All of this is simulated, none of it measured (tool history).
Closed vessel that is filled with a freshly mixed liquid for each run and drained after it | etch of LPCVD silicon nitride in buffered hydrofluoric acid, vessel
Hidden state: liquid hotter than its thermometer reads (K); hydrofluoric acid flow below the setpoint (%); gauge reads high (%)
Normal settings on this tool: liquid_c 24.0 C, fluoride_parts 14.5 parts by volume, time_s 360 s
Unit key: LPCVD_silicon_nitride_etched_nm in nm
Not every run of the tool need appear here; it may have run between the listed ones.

| run | day | liquid_c | fluoride_parts | time_s | wafers since the last listed run | hours since the thermometer was replaced | hours since the hydrofluoric acid flow meter was replaced | hours since the gauge calibration | read-back film thickness of the LPCVD silicon nitride reference wafer, read on the same gauge (nm) | LPCVD_silicon_nitride_etched_nm |
|---|---|---|---|---|---|---|---|---|---|---|
| 1 | 0.000 | 24.0 | 14.5 | 500 | 0 | 1008.5 | 1576.4 | 381.7 | 129.986 | 5.875 |
| 2 | 2.454 | 24.0 | 14.5 | 500 | 4937 | 1067.4 | 1635.3 | 440.6 | 130.032 | 5.879 |
| 3 | 10.783 | 24.0 | 14.5 | 500 | 16755 | 1267.3 | 1835.2 | 640.5 | 130.018 | 5.798 |
| 4 | 12.729 | 24.0 | 14.5 | 360 | 3914 | 1314.0 | 1881.9 | 687.2 | 129.989 | 4.204 |
| 5 | 14.921 | 24.0 | 14.5 | 360 | 4408 | 1366.6 | 1934.5 | 739.8 | 130.009 | 4.178 |
| 6 | 17.850 | 24.0 | 14.5 | 360 | 5892 | 1436.9 | 2004.8 | 810.1 | 129.989 | 4.201 |
| 7 | 20.517 | 22.5 | 14.5 | 360 | 5364 | 1500.9 | 2068.8 | 874.1 | 130.023 | 3.821 |
| 8 | 23.333 | 24.0 | 17.0 | 275 | 5666 | 1568.5 | 2136.4 | 941.7 | 130.021 | 2.712 |
| 9 | 25.208 | 24.0 | 17.0 | 275 | 3771 | 1613.5 | 2181.4 | 986.7 | 130.043 | 2.709 |
| 10 | 26.392 | 24.0 | 17.0 | 275 | 2380 | 1641.9 | 2209.8 | 1015.1 | 130.052 | 2.692 |
| 11 | 28.442 | 24.0 | 14.5 | 360 | 4123 | 1691.1 | 2259.0 | 1064.3 | 130.001 | 4.105 |
|  | 30.108 | gauge calibrated |
|  | 30.371 | thermometer replaced |
| 12 | 30.708 | 24.0 | 14.5 | 360 | 4476 | 8.1 | 2313.4 | 14.4 | 129.992 | 4.161 |
| 13 | 32.875 | 24.0 | 14.5 | 360 | 4358 | 60.1 | 2365.4 | 66.4 | 129.961 | 4.109 |
| 14 | 35.638 | 24.0 | 14.5 | 165 | 5557 | 126.4 | 2431.7 | 132.7 | 129.991 | 1.883 |
| 15 | 37.842 | 24.0 | 12.0 | 550 | 4434 | 179.3 | 2484.6 | 185.6 | 129.987 | 7.577 |
| 16 | 39.117 | 20.5 | 14.5 | 360 | 2564 | 209.9 | 2515.2 | 216.2 | 130.042 | 3.377 |
| 17 | 40.688 | 24.0 | 14.5 | 360 | 3160 | 247.6 | 2552.9 | 253.9 | 129.980 | 4.133 |
|  | 41.521 | hydrofluoric acid flow meter replaced |
| 18 | 42.667 | 21.0 | 14.5 | 360 | 3897 | 295.1 | 27.5 | 301.4 | 130.055 | 3.730 |
| 19 | 44.067 | 24.0 | 14.5 | 280 | 2816 | 328.7 | 61.1 | 335.0 | 129.994 | 3.441 |
| 20 | 45.525 | 25.5 | 11.5 | 290 | 2933 | 363.7 | 96.1 | 370.0 | 129.988 | 4.861 |
| 21 | 48.017 | 27.0 | 19.5 | 360 | 5012 | 423.5 | 155.9 | 429.8 | 129.990 | 3.901 |
| 22 | 50.454 | 19.5 | 11.5 | 470 | 4903 | 482.0 | 214.4 | 488.3 | 129.955 | 5.699 |
| 23 | 52.267 | 24.0 | 14.5 | 360 | 3646 | 525.5 | 257.9 | 531.8 | 130.020 | 4.425 |
| 24 | 59.412 | 24.0 | 19.5 | 360 | 14375 | 697.0 | 429.4 | 703.3 | 130.037 | 3.288 |
| 25 | 60.788 | 28.5 | 14.5 | 360 | 2766 | 730.0 | 462.4 | 736.3 | 129.979 | 5.581 |

Table of differences, measured result less the result of that run with no hidden state. Run-to-run variation is the same in both. Gauge scatter possibly is not:
| run | LPCVD_silicon_nitride_etched_nm |
|---|---|
| 1 | -0.324 |
| 2 | -0.336 |
| 3 | -0.372 |
| 4 | -0.277 |
| 5 | -0.282 |
| 6 | -0.294 |
| 7 | -0.277 |
| 8 | -0.204 |
| 9 | -0.208 |
| 10 | -0.210 |
| 11 | -0.325 |
| 12 | -0.338 |
| 13 | -0.342 |
| 14 | -0.161 |
| 15 | -0.661 |
| 16 | -0.300 |
| 17 | -0.372 |
| 18 | -0.023 |
| 19 | -0.025 |
| 20 | -0.039 |
| 21 | -0.040 |
| 22 | -0.068 |
| 23 | -0.059 |
| 24 | -0.063 |
| 25 | -0.111 |
